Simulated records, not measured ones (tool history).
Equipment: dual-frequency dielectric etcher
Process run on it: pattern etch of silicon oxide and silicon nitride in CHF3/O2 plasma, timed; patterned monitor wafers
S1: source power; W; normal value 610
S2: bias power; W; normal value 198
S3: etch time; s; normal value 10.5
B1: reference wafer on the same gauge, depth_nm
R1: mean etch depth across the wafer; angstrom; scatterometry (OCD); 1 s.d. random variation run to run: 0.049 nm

Run 1, hour 0: usual settings but S2 166 W; B1 18.81. Result: R1 155.4 angstrom.
Run 2, hour 41.7: usual settings but S2 166 W; B1 18.81. Result: R1 154.4 angstrom.
Run 3, hour 95.6: usual settings but S2 182 W; B1 18.8. Result: R1 160.1 angstrom.
Run 4, hour 162.4: usual settings but S2 182 W; B1 18.79. Result: R1 159.3 angstrom.
At hour 202.6: wet clean of the chamber.
Run 5, hour 233.2: usual settings but S2 182 W; B1 18.79. Result: R1 161.8 angstrom.
Run 6, hour 270.8: usual settings but S3 12.5 s; B1 18.79. Result: R1 198.3 angstrom.
Run 7, hour 307.5: usual settings; B1 18.79. Result: R1 166.8 angstrom.
Run 8, hour 344.3: usual settings; B1 18.8. Result: R1 166.7 angstrom.
Run 9, hour 394.4: usual settings; B1 18.79. Result: R1 166 angstrom.
Run 10, hour 564.3: usual settings; B1 18.81. Result: R1 164.5 angstrom.
At hour 581.5: source power generator calibrated.
Run 11, hour 662.5: usual settings but S2 226 W; B1 18.8. Result: R1 173.3 angstrom.
Run 12, hour 703.4: usual settings but S2 226 W; B1 18.81. Result: R1 173.1 angstrom.
At hour 748: wet clean of the chamber.
Run 13, hour 758.2: usual settings but S3 13 s; B1 18.8. Result: R1 214 angstrom.
At hour 831: upper electrode replaced.
Run 14, hour 861.7: usual settings; B1 18.8. Result: R1 171.7 angstrom.
At hour 913.7: gauge calibrated.
At hour 972.4: wet clean of the chamber, repeated, since the last time left the tool worse.
At hour 974.7: bias power generator calibrated.
Run 15, hour 1109.9: usual settings but S1 690 W, S2 175 W, S3 9 s; B1 18.79. Result: R1 142.4 angstrom.
Run 16, hour 1160.3: usual settings but S1 560 W, S2 185 W, S3 9.5 s; B1 18.8. Result: R1 141.7 angstrom.
Run 17, hour 1222.1: usual settings; B1 18.81. Result: R1 164.8 angstrom.

For run 18, what comes out?
Run 18, hour 1266.6: usual settings but S2 219 W, S3 9.5 s; B1 ?. Result: R1 ?.

Run 18 yielded B1 18.79, R1 155.7 angstrom.
The same run, on a tool lacking any hidden state, would have yielded R1 157.2 angstrom.
